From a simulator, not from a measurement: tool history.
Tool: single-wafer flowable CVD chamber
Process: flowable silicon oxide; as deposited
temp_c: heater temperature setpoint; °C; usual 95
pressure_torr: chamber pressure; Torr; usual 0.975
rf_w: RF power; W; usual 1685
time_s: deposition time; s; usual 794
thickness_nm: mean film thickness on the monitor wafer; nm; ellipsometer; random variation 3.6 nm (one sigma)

run,hour,temp_c,pressure_torr,rf_w,time_s,"read-back reference wafer on the same gauge, thickness_nm",thickness_nm
1,0.0,95,0.894,1685,794,597.797,551.604
# hour 9.5: thermocouple changed; heater temperature recalibrated
2,12.8,95,0.894,1685,794,596.003,764.286
3,22.7,95,0.975,1485,794,595.789,809.845
4,29.2,95,0.975,1485,794,597.112,804.480
5,40.7,104,0.975,1685,794,596.800,602.691
6,52.0,95,0.975,1685,794,596.959,839.268
7,62.8,95,0.975,1685,794,597.424,832.328
8,77.0,95,0.975,1685,838,596.915,881.622
9,87.4,95,0.975,1685,794,596.361,829.651
10,103.1,85,0.887,1685,794,597.313,1045.355
# hour 120.1: thermocouple changed; heater temperature recalibrated, repeated, since the last time left the tool worse
# hour 123.4: showerhead replaced
11,123.9,108,0.975,1685,710,596.417,372.438
12,135.4,109,1.134,2020,856,595.447,515.933
# hour 136.6: gauge calibrated
# hour 150.3: capacitance manometer re-zeroed and calibrated
13,150.8,95,0.975,1685,794,596.746,680.033
14,162.5,95,0.975,1995,870,597.730,767.156
15,195.5,95,0.975,1685,938,595.848,802.635
16,211.4,100,0.975,1685,659,597.048,468.847
17,225.4,95,0.742,1685,794,598.096,516.722
18,239.7,103,0.975,1460,716,596.497,433.096
19,252.1,87,1.039,1685,794,596.076,960.553
20,267.6,95,0.975,1460,794,596.692,651.462
21,283.8,82,0.975,1835,794,597.727,1082.594
22,293.0,95,0.975,1685,735,596.501,623.710
23,336.3,95,0.975,1685,943,597.286,803.438
24,346.1,95,0.975,1685,794,597.281,678.525
25,355.5,95,0.975,1685,794,595.821,668.497
26,362.2,107,1.194,1685,794,597.430,524.549
27,377.7,104,0.975,1585,656,598.173,391.130
28,387.8,95,0.975,1685,943,597.398,805.220

The same runs without the tool's hidden state, with the same run-to-run variation:
The hidden state here: wafer temperature above the value expected at the setpoint (K); delivered RF power above the setpoint (%); true pressure above the setpoint (%); gauge reads high (%).
run,thickness_nm
1,608.766
2,618.043
3,654.889
4,650.556
5,484.578
6,678.728
7,673.144
8,713.061
9,671.068
10,869.585
11,369.834
12,512.442
13,675.211
14,761.746
15,797.121
16,465.594
17,513.302
18,430.267
19,955.094
20,647.473
21,1076.680
22,620.126
23,799.452
24,675.296
25,665.451
26,522.270
27,389.541
28,802.160

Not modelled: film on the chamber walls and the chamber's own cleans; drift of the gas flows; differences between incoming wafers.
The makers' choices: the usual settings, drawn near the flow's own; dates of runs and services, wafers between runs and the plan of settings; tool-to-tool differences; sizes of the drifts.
